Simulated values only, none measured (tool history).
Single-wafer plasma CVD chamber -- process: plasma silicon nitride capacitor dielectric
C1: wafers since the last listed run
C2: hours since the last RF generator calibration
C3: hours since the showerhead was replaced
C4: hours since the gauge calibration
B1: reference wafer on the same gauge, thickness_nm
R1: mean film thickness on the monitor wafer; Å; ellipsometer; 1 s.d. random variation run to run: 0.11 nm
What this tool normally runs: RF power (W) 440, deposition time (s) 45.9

Run 1, hour 0: usual settings; C1 0; C2 1672.7; C3 3167; C4 105.3; B1 71.459. Result: R1 702.11 Å.
Run 2, hour 32.6: usual settings; C1 578; C2 1705.3; C3 3199.6; C4 137.9; B1 71.37. Result: R1 703.66 Å.
Run 3, hour 65.6: usual settings; C1 585; C2 1738.3; C3 3232.6; C4 170.9; B1 71.305. Result: R1 700.87 Å.
Run 4, hour 97.8: usual settings but RF power (W) 405, deposition time (s) 41.1; C1 570; C2 1770.5; C3 3264.8; C4 203.1; B1 71.139. Result: R1 614.25 Å.
Run 5, hour 114.2: usual settings but RF power (W) 405, deposition time (s) 41.1; C1 290; C2 1786.9; C3 3281.2; C4 219.5; B1 71.081. Result: R1 612.53 Å.
Run 6, hour 141.9: usual settings but RF power (W) 380, deposition time (s) 49.7; C1 491; C2 1814.6; C3 3308.9; C4 247.2; B1 70.998. Result: R1 730.16 Å.
Run 7, hour 155.2: usual settings; C1 235; C2 1827.9; C3 3322.2; C4 260.5; B1 70.954. Result: R1 696.91 Å.
At hour 169.8: gauge calibrated.
Run 8, hour 197.7: usual settings; C1 753; C2 1870.4; C3 3364.7; C4 27.9; B1 71.668. Result: R1 703.46 Å.
At hour 225: RF generator calibrated.
Run 9, hour 245.8: usual settings; C1 711; C2 20.8; C3 3412.8; C4 76; B1 71.591. Result: R1 705.26 Å.
Run 10, hour 258.1: usual settings but RF power (W) 385, deposition time (s) 51.8; C1 218; C2 33.1; C3 3425.1; C4 88.3; B1 71.582. Result: R1 769.34 Å.
Run 11, hour 284.9: usual settings but deposition time (s) 36.9; C1 475; C2 59.9; C3 3451.9; C4 115.1; B1 71.507. Result: R1 566.61 Å.
Run 12, hour 299.5: usual settings but RF power (W) 475, deposition time (s) 54.6; C1 258; C2 74.5; C3 3466.5; C4 129.7; B1 71.494. Result: R1 852.39 Å.
Run 13, hour 315.3: usual settings but RF power (W) 380; C1 280; C2 90.3; C3 3482.3; C4 145.5; B1 71.447. Result: R1 679.24 Å.
At hour 333.8: showerhead replaced.
Run 14, hour 344.4: usual settings but RF power (W) 520, deposition time (s) 53.5; C1 374; C2 119.4; C3 10.6; C4 174.6; B1 71.335. Result: R1 851.1 Å.
Run 15, hour 373.2: usual settings but deposition time (s) 42; C1 510; C2 148.2; C3 39.4; C4 203.4; B1 71.279. Result: R1 640.79 Å.
Run 16, hour 394.3: usual settings but deposition time (s) 50.9; C1 374; C2 169.3; C3 60.5; C4 224.5; B1 71.15. Result: R1 774.56 Å.
Run 17, hour 406.6: usual settings but RF power (W) 520, deposition time (s) 53.5; C1 218; C2 181.6; C3 72.8; C4 236.8; B1 71.098. Result: R1 849.57 Å.
Run 18, hour 437.1: usual settings but deposition time (s) 54.4; C1 540; C2 212.1; C3 103.3; C4 267.3; B1 71.036. Result: R1 829.36 Å.
Run 19, hour 454.3: usual settings; C1 304; C2 229.3; C3 120.5; C4 284.5; B1 70.907. Result: R1 695.84 Å.

Each row is a separate what-if for the run after 19, all from the same tool condition, not one after another. Results?
Run A, hour 454.7: usual settings; C1 7; C2 229.7; C3 120.9; C4 284.9; B1 ?. Result: R1 ?.
Run B, hour 454.7: usual settings but RF power (W) 485, deposition time (s) 39.3; C1 7; C2 229.7; C3 120.9; C4 284.9; B1 ?. Result: R1 ?.
Run C, hour 454.7: usual settings but RF power (W) 380, deposition time (s) 49.8; C1 7; C2 229.7; C3 120.9; C4 284.9; B1 ?. Result: R1 ?.
Run D, hour 454.7: usual settings but RF power (W) 410; C1 7; C2 229.7; C3 120.9; C4 284.9; B1 ?. Result: R1 ?.
Run E, hour 454.7: usual settings but RF power (W) 505; C1 7; C2 229.7; C3 120.9; C4 284.9; B1 ?. Result: R1 ?.

run      B1      R1
  A  70.922  695.99
  B  70.922  609.86
  C  70.922  729.93
  D  70.922  684.61
  E  70.922  719.25
Without the tool's unlogged condition, the same runs would have read:
run      R1
  A   702.7
  B  615.75
  C  736.98
  D  691.21
  E  726.19

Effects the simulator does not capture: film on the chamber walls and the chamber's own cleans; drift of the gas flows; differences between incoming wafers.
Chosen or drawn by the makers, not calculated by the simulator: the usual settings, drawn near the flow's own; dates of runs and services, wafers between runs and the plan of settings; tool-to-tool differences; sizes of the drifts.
